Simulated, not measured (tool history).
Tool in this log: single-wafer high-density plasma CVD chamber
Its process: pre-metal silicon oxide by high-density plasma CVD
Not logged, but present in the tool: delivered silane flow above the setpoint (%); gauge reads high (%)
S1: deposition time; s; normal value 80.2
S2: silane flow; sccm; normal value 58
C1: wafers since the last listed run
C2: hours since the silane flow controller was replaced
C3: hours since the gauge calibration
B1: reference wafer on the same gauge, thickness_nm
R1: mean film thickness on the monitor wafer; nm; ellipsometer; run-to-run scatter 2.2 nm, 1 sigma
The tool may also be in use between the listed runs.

run,hour,S1,S2,C1,C2,C3,B1,R1
1,0.0,84.2,58,0,1582.8,164.7,508.141,485.605
2,6.1,84.2,58,60,1588.9,170.8,508.046,484.082
3,20.7,84.2,58,143,1603.5,185.4,507.805,484.424
4,37.5,80.2,58,165,1620.3,202.2,507.810,460.040
5,45.8,80.2,58,81,1628.6,210.5,507.862,462.527
6,61.8,80.2,58,157,1644.6,226.5,508.437,458.536
7,68.9,80.2,58,70,1651.7,233.6,507.791,461.845
# hour 105.8: gauge calibrated
8,111.4,80.2,53,419,1694.2,5.6,507.841,419.149
9,122.0,70.7,53,104,1704.8,16.2,508.156,372.781
10,132.2,80.2,54,100,1715.0,26.4,508.302,428.447
11,145.6,80.2,54,132,1728.4,39.8,508.665,430.538
12,159.9,91.2,58,140,1742.7,54.1,507.510,523.461
13,166.8,91.2,58,68,1749.6,61.0,507.798,528.165
14,174.0,80.2,58,70,1756.8,68.2,508.403,459.400
15,181.7,80.2,58,75,1764.5,75.9,508.240,460.635
16,196.8,80.2,55,148,1779.6,91.0,507.901,434.342
17,205.9,80.2,55,89,1788.7,100.1,508.286,440.216
18,242.0,84.3,58,355,1824.8,136.2,508.265,487.654
19,251.8,74.3,68,96,1834.6,146.0,507.973,498.129
20,263.3,80.2,58,113,1846.1,157.5,507.714,461.472
21,272.5,70.2,63,90,1855.3,166.7,507.894,438.510
22,290.0,80.2,58,172,1872.8,184.2,507.520,460.023
23,297.5,91.5,58,73,1880.3,191.7,508.029,526.901
24,313.7,80.2,58,159,1896.5,207.9,507.955,461.286
25,348.6,80.2,61,344,1931.4,242.8,508.206,487.707
26,354.7,72.9,62,60,1937.5,248.9,508.664,446.281
# hour 365.5: silane flow controller replaced
27,380.0,69.0,58,170,14.5,274.2,507.421,395.465
28,391.0,80.2,58,108,25.5,285.2,508.552,459.425
# hour 397.0: gauge calibrated
29,398.8,80.2,48,76,33.3,1.8,508.117,380.693
30,424.9,88.6,51,257,59.4,27.9,508.259,446.479
31,432.1,68.1,55,70,66.6,35.1,507.638,371.136
32,449.9,67.8,65,175,84.4,52.9,507.753,436.901
33,456.1,75.0,65,61,90.6,59.1,507.741,484.961
34,471.9,80.2,58,155,106.4,74.9,507.902,460.023
35,478.8,80.2,66,68,113.3,81.8,507.993,527.366
36,532.8,92.3,69,532,167.3,135.8,507.941,634.721
37,565.0,80.2,58,317,199.5,168.0,507.936,462.542

Branching from run 37: 4 alternative next runs. What would each branch give?
A,565.4,93.3,58,3,199.9,168.4,?,?
B,565.4,66.4,49,3,199.9,168.4,?,?
C,565.4,70.1,51,3,199.9,168.4,?,?
D,565.4,88.2,68,3,199.9,168.4,?,?

run,B1,R1
A,507.974,536.201
B,507.974,322.391
C,507.974,354.247
D,507.974,594.286
Without the tool's unlogged condition, the same runs would have read:
run,R1
A,536.201
B,322.391
C,354.247
D,594.286

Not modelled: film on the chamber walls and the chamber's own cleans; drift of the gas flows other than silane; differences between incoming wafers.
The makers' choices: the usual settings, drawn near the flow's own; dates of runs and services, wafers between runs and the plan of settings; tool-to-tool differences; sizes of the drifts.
